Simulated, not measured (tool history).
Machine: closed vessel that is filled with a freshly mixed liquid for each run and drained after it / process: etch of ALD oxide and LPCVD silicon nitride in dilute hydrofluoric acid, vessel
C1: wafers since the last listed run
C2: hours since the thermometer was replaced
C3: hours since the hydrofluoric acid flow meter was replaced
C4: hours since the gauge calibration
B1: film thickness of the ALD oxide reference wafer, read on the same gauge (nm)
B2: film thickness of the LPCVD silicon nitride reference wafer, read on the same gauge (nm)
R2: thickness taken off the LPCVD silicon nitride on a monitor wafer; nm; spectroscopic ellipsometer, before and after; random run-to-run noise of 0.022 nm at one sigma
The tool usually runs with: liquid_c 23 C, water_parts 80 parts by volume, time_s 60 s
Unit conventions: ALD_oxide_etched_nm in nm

run 1 hour=0 | liquid_c=23 water_parts=80 time_s=60 | C1=0 C2=2342.7 C3=954.8 C4=300.2 | B1=80.01 B2=120.004 | ALD_oxide_etched_nm=18.52 R2=0.36
run 2 hour=6.5 | liquid_c=23 water_parts=80 time_s=60 | C1=604 C2=2349.2 C3=961.3 C4=306.7 | B1=80 B2=119.994 | ALD_oxide_etched_nm=18.6 R2=0.377
run 3 hour=16.5 | liquid_c=23 water_parts=90 time_s=60 | C1=929 C2=2359.2 C3=971.3 C4=316.7 | B1=79.98 B2=119.977 | ALD_oxide_etched_nm=16.22 R2=0.357
run 4 hour=24.7 | liquid_c=20.5 water_parts=70 time_s=60 | C1=762 C2=2367.4 C3=979.5 C4=324.9 | B1=79.99 B2=120.042 | ALD_oxide_etched_nm=19.4 R2=0.384
run 5 hour=39.5 | liquid_c=23 water_parts=80 time_s=60 | C1=1375 C2=2382.2 C3=994.3 C4=339.7 | B1=80.01 B2=119.98 | ALD_oxide_etched_nm=18.67 R2=0.382
run 6 hour=46.8 | liquid_c=23 water_parts=80 time_s=60 | C1=678 C2=2389.5 C3=1001.6 C4=347 | B1=79.99 B2=119.968 | ALD_oxide_etched_nm=18.62 R2=0.428
run 7 hour=60.4 | liquid_c=23 water_parts=80 time_s=60 | C1=1264 C2=2403.1 C3=1015.2 C4=360.6 | B1=80.01 B2=120.013 | ALD_oxide_etched_nm=18.61 R2=0.382
run 8 hour=72.1 | liquid_c=23 water_parts=80 time_s=60 | C1=1087 C2=2414.8 C3=1026.9 C4=372.3 | B1=80 B2=120.034 | ALD_oxide_etched_nm=18.64 R2=0.406
run 9 hour=82.3 | liquid_c=23 water_parts=80 time_s=60 | C1=948 C2=2425 C3=1037.1 C4=382.5 | B1=80.02 B2=120.024 | ALD_oxide_etched_nm=18.67 R2=0.404
run 10 hour=98.2 | liquid_c=20.5 water_parts=65 time_s=60 | C1=1478 C2=2440.9 C3=1053 C4=398.4 | B1=80 B2=119.994 | ALD_oxide_etched_nm=21.22 R2=0.412
run 11 hour=115.6 | liquid_c=26.5 water_parts=80 time_s=60 | C1=1617 C2=2458.3 C3=1070.4 C4=415.8 | B1=80.02 B2=120.036 | ALD_oxide_etched_nm=21.49 R2=0.492
run 12 hour=129 | liquid_c=23 water_parts=80 time_s=40 | C1=1245 C2=2471.7 C3=1083.8 C4=429.2 | B1=79.98 B2=120.008 | ALD_oxide_etched_nm=12.51 R2=0.285
run 13 hour=140.2 | liquid_c=20 water_parts=70 time_s=85 | C1=1041 C2=2482.9 C3=1095 C4=440.4 | B1=80 B2=120.004 | ALD_oxide_etched_nm=27.18 R2=0.504

Run 14 comes next. What will it give?
-- hour=148.4 hydrofluoric acid flow meter replaced
run 14 hour=155.9 | liquid_c=25 water_parts=115 time_s=35 | C1=1366 C2=2498.6 C3=7.5 C4=456.1 | B1=? B2=? | ALD_oxide_etched_nm=? R2=?

{"run 14": {"B1": 79.99, "B2": 120.016, "ALD_oxide_etched_nm": 7.44, "R2": 0.169}}
With no hidden state in the tool, this same run would have given ALD_oxide_etched_nm 6.8 nm, R2 0.146 nm.
